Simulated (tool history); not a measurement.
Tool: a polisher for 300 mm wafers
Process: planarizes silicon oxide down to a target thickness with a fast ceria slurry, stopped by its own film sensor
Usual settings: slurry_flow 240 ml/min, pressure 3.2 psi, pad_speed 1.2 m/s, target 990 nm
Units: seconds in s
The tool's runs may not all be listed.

run	hour	slurry_flow	pressure	pad_speed	target	incoming thickness of the incoming film, nm	seconds
1	0	240	3.2	1.2	990	2413.1	71.4
2	34.6	240	3.2	1.2	990	2384.3	72.7
3	63.4	240	3.2	1.2	990	2353.2	71.8
# hour 97.7: worn pad replaced by a new one
4	98.9	240	2.3	1.2	990	2403.9	83.2
5	126.4	240	2.3	1.2	990	2436	94
6	141.9	240	2.3	1.2	990	2407.7	94.2
# hour 181.4: worn pad replaced by a new one
7	235.2	240	3.2	1.2	990	2372.4	72.7
# hour 253.9: head pressure recalibrated
8	265.3	270	3.5	1.2	1115	2402.3	60.7
# hour 287.5: worn pad replaced by a new one
9	291.9	240	2.3	1.2	990	2426.2	87.4
10	318.5	240	3.2	1.46	990	2399	60
# hour 336.6: slurry nozzle cleaned
11	340.3	240	3.7	1.2	990	2355.7	62.7
12	363.9	240	3.2	1.2	990	2372.1	72
13	384	240	2.7	1.2	990	2422.3	88.7
# hour 389.5: worn pad replaced by a new one
14	447.3	240	4	0.9	990	2408.2	81.2
15	477.3	240	3.2	1.2	990	2424.8	76

Some steps in seconds between neighbouring runs. How much of each would the tool show without its hidden state too (settings, what came in, random variation), and how much is left for the hidden state, with any gauge scatter that isn't in both results?
The hidden state here: removal rate lost through wear of the pad, %; slurry flow missing at the pad, %; deviation of the head's pressure from its setpoint, %.
Run 3 -> 4: pressure 3.2 -> 2.3, worn pad replaced by a new one. seconds +11.4 s: hidden state -8.2, all else +19.6.
Run 9 -> 10: pressure 2.3 -> 3.2, pad_speed 1.2 -> 1.46. seconds -27.4 s: hidden state +3, all else -30.4.
